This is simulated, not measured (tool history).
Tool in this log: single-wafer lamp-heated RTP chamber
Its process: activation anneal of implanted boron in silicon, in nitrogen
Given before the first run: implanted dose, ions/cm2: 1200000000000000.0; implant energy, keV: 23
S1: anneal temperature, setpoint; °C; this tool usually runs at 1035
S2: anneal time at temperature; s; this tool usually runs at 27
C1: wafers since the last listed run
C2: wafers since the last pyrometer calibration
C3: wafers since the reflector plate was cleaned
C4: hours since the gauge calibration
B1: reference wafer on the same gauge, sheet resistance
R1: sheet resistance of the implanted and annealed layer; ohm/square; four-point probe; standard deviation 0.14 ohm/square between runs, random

run	hour	S1	S2	C1	C2	C3	C4	B1	R1
1	0.0	1035	17	0	3688	2094	388.1	101.61	90.36
2	21.4	1035	17	331	4019	2425	409.5	101.53	90.24
3	34.7	1035	27	205	4225	2631	422.8	101.62	89.83
4	52.2	1054	20	270	4496	2901	440.3	101.56	89.56
5	77.4	1035	27	390	4886	3291	465.5	101.58	90.02
6	109.1	1035	27	490	5376	3782	497.2	101.64	89.94
7	137.7	1035	27	442	5819	4225	525.8	101.59	89.86
8	169.8	1035	27	496	6316	4722	557.9	101.55	89.83
9	183.6	1035	27	213	6529	4935	571.7	101.58	89.44
10	209.6	1035	37	402	6932	5337	597.7	101.53	89.15
# hour 228.0: reflector plate cleaned
11	228.5	1035	15	168	7100	8	616.6	101.58	89.95
# hour 238.2: pyrometer window cleaned and pyrometer calibrated
12	252.4	1035	39	246	220	254	640.5	101.60	89.69
13	264.9	1035	27	193	413	447	653.0	101.53	90.31
14	298.9	1035	27	526	940	974	687.0	101.55	90.34
15	325.7	1041	15	414	1354	1388	713.8	101.63	90.50
16	341.9	1041	15	250	1605	1639	730.0	101.59	90.10
# hour 347.7: gauge calibrated
17	355.1	1035	13	204	1809	1843	7.4	101.63	90.78
18	367.5	1064	39	191	2001	2035	19.8	101.54	88.11
19	379.5	1021	38	185	2187	2221	31.8	101.64	90.49
20	406.1	1049	18	411	2599	2633	58.4	101.57	89.71
21	433.1	1060	42	417	3017	3051	85.4	101.63	88.24
22	456.0	1041	15	354	3371	3405	108.3	101.54	90.26
23	491.1	1035	34	543	3914	3948	143.4	101.60	89.73
# hour 521.7: reflector plate cleaned
24	523.2	1035	27	372	4287	23	175.5	101.60	89.84
25	539.8	1010	15	256	4544	280	192.1	101.62	92.61
26	560.6	1035	38	321	4866	602	212.9	101.53	89.54
27	576.5	1035	41	246	5112	848	228.8	101.64	89.43
28	598.7	1035	33	343	5456	1192	251.0	101.65	89.45
# hour 615.4: pyrometer window cleaned and pyrometer calibrated
29	622.0	1009	11	236	102	1429	274.3	101.63	94.21
30	645.3	1035	16	360	463	1789	297.6	101.58	90.42
31	657.4	1035	27	187	650	1977	309.7	101.61	89.85
32	682.9	1056	27	394	1045	2371	335.2	101.63	88.98
33	697.3	1024	27	222	1268	2594	349.6	101.59	90.89

How would selected steps in R1 from run to run divide? Give the signed amount a tool lacking its hidden state would still show from settings, what came in and random variation, and the signed amount left for the hidden state, including any gauge scatter that is not in both of the compared results.
What the log doesn't record here: true wafer temperature minus pyrometer reading, K; wafer temperature error from the tarnished reflector plate, K; gauge reads high (%).
Run 11 -> 12: S2 15 -> 39, pyrometer window cleaned and pyrometer calibrated. R1 -0.26 ohm/square: hidden state +0.68, all else -0.94.
Run 24 -> 25: S1 1035 -> 1010, S2 27 -> 15. R1 +2.77 ohm/square: hidden state -0.73, all else +3.50.
Run 25 -> 26: S1 1010 -> 1035, S2 15 -> 38. R1 -3.07 ohm/square: hidden state +0.65, all else -3.72.
Run 28 -> 29: S1 1035 -> 1009, S2 33 -> 11, pyrometer window cleaned and pyrometer calibrated. R1 +4.76 ohm/square: hidden state +0.28, all else +4.48.
Run 29 -> 30: S1 1009 -> 1035, S2 11 -> 16. R1 -3.79 ohm/square: hidden state +0.14, all else -3.93.
